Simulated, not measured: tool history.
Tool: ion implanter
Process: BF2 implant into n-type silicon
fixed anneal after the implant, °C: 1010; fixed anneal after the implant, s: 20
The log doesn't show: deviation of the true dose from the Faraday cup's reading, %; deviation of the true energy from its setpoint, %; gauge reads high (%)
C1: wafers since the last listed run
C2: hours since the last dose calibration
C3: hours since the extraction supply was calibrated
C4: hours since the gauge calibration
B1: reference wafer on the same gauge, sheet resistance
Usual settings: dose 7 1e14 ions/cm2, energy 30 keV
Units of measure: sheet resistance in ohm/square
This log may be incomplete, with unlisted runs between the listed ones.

run 1 hour=0 | dose=8.16 energy=30 | C1=0 C2=298.8 C3=2647.6 C4=240.8 | B1=181.97 | sheet_resistance=155.62
-- hour=14.5 gauge calibrated
run 2 hour=14.9 | dose=8.16 energy=30 | C1=212 C2=313.7 C3=2662.5 C4=0.4 | B1=182.46 | sheet_resistance=154.51
run 3 hour=63.2 | dose=6.34 energy=24 | C1=687 C2=362 C3=2710.8 C4=48.7 | B1=181.93 | sheet_resistance=189.38
run 4 hour=73.7 | dose=7 energy=30 | C1=149 C2=372.5 C3=2721.3 C4=59.2 | B1=181.59 | sheet_resistance=169.36
run 5 hour=82.6 | dose=7 energy=30 | C1=126 C2=381.4 C3=2730.2 C4=68.1 | B1=182.13 | sheet_resistance=168.59
run 6 hour=90.3 | dose=7 energy=30 | C1=109 C2=389.1 C3=2737.9 C4=75.8 | B1=181.97 | sheet_resistance=169.85
run 7 hour=105.1 | dose=7 energy=30 | C1=210 C2=403.9 C3=2752.7 C4=90.6 | B1=182.01 | sheet_resistance=169.25
run 8 hour=111.7 | dose=7 energy=30 | C1=93 C2=410.5 C3=2759.3 C4=97.2 | B1=182.29 | sheet_resistance=169.31
run 9 hour=120.4 | dose=7 energy=30 | C1=123 C2=419.2 C3=2768 C4=105.9 | B1=182.22 | sheet_resistance=167.78
run 10 hour=131.6 | dose=7 energy=30 | C1=159 C2=430.4 C3=2779.2 C4=117.1 | B1=182.23 | sheet_resistance=168.24
run 11 hour=140.7 | dose=7 energy=32.5 | C1=129 C2=439.5 C3=2788.3 C4=126.2 | B1=181.89 | sheet_resistance=165.71
run 12 hour=155.1 | dose=7 energy=32.5 | C1=205 C2=453.9 C3=2802.7 C4=140.6 | B1=182.03 | sheet_resistance=165.65
run 13 hour=172.4 | dose=8.64 energy=30 | C1=246 C2=471.2 C3=2820 C4=157.9 | B1=182.05 | sheet_resistance=149.16
run 14 hour=189.4 | dose=8.64 energy=30 | C1=242 C2=488.2 C3=2837 C4=174.9 | B1=181.87 | sheet_resistance=149.53
run 15 hour=206 | dose=8.64 energy=30 | C1=236 C2=504.8 C3=2853.6 C4=191.5 | B1=181.95 | sheet_resistance=148.44
run 16 hour=217.3 | dose=7 energy=30 | C1=160 C2=516.1 C3=2864.9 C4=202.8 | B1=181.56 | sheet_resistance=167.18
run 17 hour=224.5 | dose=7 energy=30 | C1=102 C2=523.3 C3=2872.1 C4=210 | B1=182.14 | sheet_resistance=169.53
run 18 hour=240.7 | dose=5.85 energy=30 | C1=230 C2=539.5 C3=2888.3 C4=226.2 | B1=182.15 | sheet_resistance=190.77
run 19 hour=248 | dose=8.97 energy=26 | C1=103 C2=546.8 C3=2895.6 C4=233.5 | B1=182.37 | sheet_resistance=152.92
-- hour=250 gauge calibrated
run 20 hour=263.3 | dose=5.14 energy=40.5 | C1=217 C2=562.1 C3=2910.9 C4=13.3 | B1=181.95 | sheet_resistance=200.59
run 21 hour=269.5 | dose=7 energy=30 | C1=88 C2=568.3 C3=2917.1 C4=19.5 | B1=181.97 | sheet_resistance=168.56
run 22 hour=283.1 | dose=7 energy=35.5 | C1=193 C2=581.9 C3=2930.7 C4=33.1 | B1=181.81 | sheet_resistance=161.33
run 23 hour=290.7 | dose=7 energy=30 | C1=108 C2=589.5 C3=2938.3 C4=40.7 | B1=181.89 | sheet_resistance=168.9
-- hour=302.3 Faraday cup replaced and dose calibrated
run 24 hour=302.8 | dose=6.06 energy=24 | C1=58 C2=0.5 C3=2950.4 C4=52.8 | B1=182.2 | sheet_resistance=201.28
run 25 hour=304.8 | dose=7.63 energy=27 | C1=28 C2=2.5 C3=2952.4 C4=54.8 | B1=181.8 | sheet_resistance=170.44
run 26 hour=321.6 | dose=7.92 energy=40 | C1=239 C2=19.3 C3=2969.2 C4=71.6 | B1=181.92 | sheet_resistance=150.84
-- hour=329.7 extraction supply calibrated
run 27 hour=330.2 | dose=7 energy=30 | C1=8 C2=27.9 C3=0.5 C4=80.2 | B1=181.93 | sheet_resistance=172.52
run 28 hour=339.3 | dose=7.76 energy=27 | C1=129 C2=37 C3=9.6 C4=89.3 | B1=182.15 | sheet_resistance=168.11
run 29 hour=349 | dose=8.07 energy=35 | C1=138 C2=46.7 C3=19.3 C4=99 | B1=181.56 | sheet_resistance=151.66
run 30 hour=365.3 | dose=6.28 energy=33.5 | C1=232 C2=63 C3=35.6 C4=115.3 | B1=182.02 | sheet_resistance=182.57
run 31 hour=374.9 | dose=6.27 energy=30 | C1=136 C2=72.6 C3=45.2 C4=124.9 | B1=182.14 | sheet_resistance=186.4
run 32 hour=387.1 | dose=7.95 energy=21 | C1=173 C2=84.8 C3=57.4 C4=137.1 | B1=181.9 | sheet_resistance=178.96
run 33 hour=400.9 | dose=6.34 energy=30 | C1=196 C2=98.6 C3=71.2 C4=150.9 | B1=182.09 | sheet_resistance=182.67
run 34 hour=407.6 | dose=8.87 energy=40 | C1=95 C2=105.3 C3=77.9 C4=157.6 | B1=182.22 | sheet_resistance=137.82
run 35 hour=419.8 | dose=7 energy=23 | C1=173 C2=117.5 C3=90.1 C4=169.8 | B1=182.16 | sheet_resistance=184.74
run 36 hour=436.3 | dose=7 energy=20 | C1=234 C2=134 C3=106.6 C4=186.3 | B1=182.04 | sheet_resistance=192.46
run 37 hour=447.8 | dose=7.94 energy=37.5 | C1=163 C2=145.5 C3=118.1 C4=197.8 | B1=182.19 | sheet_resistance=149.35

Branching from run 37: 4 alternative next runs. What would each branch give?
run A hour=448.2 | dose=7 energy=35 | C1=5 C2=145.9 C3=118.5 C4=198.2 | B1=? | sheet_resistance=?
run B hour=448.2 | dose=7 energy=37.5 | C1=5 C2=145.9 C3=118.5 C4=198.2 | B1=? | sheet_resistance=?
run C hour=448.2 | dose=8.15 energy=21.5 | C1=5 C2=145.9 C3=118.5 C4=198.2 | B1=? | sheet_resistance=?
run D hour=448.2 | dose=6.31 energy=34.5 | C1=5 C2=145.9 C3=118.5 C4=198.2 | B1=? | sheet_resistance=?

run=A B1=182.19 sheet_resistance=165
run=B B1=182.19 sheet_resistance=162.59
run=C B1=182.19 sheet_resistance=173.84
run=D B1=182.19 sheet_resistance=178.32
Stripped of hidden state, with their random variation kept, the same runs would have yielded:
run=A sheet_resistance=167.44
run=B sheet_resistance=165.07
run=C sheet_resistance=175.58
run=D sheet_resistance=181.12
